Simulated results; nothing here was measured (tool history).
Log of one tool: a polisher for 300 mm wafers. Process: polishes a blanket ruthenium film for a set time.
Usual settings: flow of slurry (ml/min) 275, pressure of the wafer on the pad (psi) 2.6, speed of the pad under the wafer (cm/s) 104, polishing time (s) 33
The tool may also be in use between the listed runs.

run	hour	flow of slurry (ml/min)	pressure of the wafer on the pad (psi)	speed of the pad under the wafer (cm/s)	polishing time (s)	wafers since the last listed run	wafers polished on this pad	hours since the slurry nozzle was cleaned	hours since the head pressure was calibrated	incoming thickness of the incoming film, nm	film removed (angstrom)
1	0	275	2.3	82	33	0	796	416.9	941.9	628.1	296
# hour 6.9: worn pad replaced by a new one
2	13.8	275	2.3	82	33	75	53	430.7	955.7	631.5	303
3	36	275	2.3	82	33	172	225	452.9	977.9	634.4	306
4	61.2	275	2.3	104	33	195	420	478.1	1003.1	631.5	365
5	85.8	275	2.3	104	33	190	611	502.7	1027.7	637.7	360
6	106.9	275	2.3	104	33	163	775	523.8	1048.8	625.2	357
# hour 126.4: worn pad replaced by a new one
7	126.9	275	2.6	104	33	124	4	543.8	1068.8	621.4	416
8	137.1	275	2.6	104	33	79	83	554	1079	635.4	404
9	153.2	275	2.6	104	33	124	207	570.1	1095.1	638.5	409
10	165.6	275	2.6	104	33	96	304	582.5	1107.5	627.7	410
11	188	275	2.1	104	33	173	477	604.9	1129.9	618.5	325
# hour 233: worn pad replaced by a new one
# hour 260.2: slurry nozzle cleaned
12	262	275	2.6	104	23	534	217	1.8	1203.9	623.4	316
13	297.4	275	3.1	84	33	274	491	37.2	1239.3	628.8	444

The next listed run, before its measurement:
# hour 318.9: head pressure recalibrated
14	321.6	275	2.6	136	33	172	663	61.4	2.7	637	?

{"run 14": {"film removed (angstrom)": 543}}
Without the tool's hidden state the same run would have given film removed (angstrom) 566.

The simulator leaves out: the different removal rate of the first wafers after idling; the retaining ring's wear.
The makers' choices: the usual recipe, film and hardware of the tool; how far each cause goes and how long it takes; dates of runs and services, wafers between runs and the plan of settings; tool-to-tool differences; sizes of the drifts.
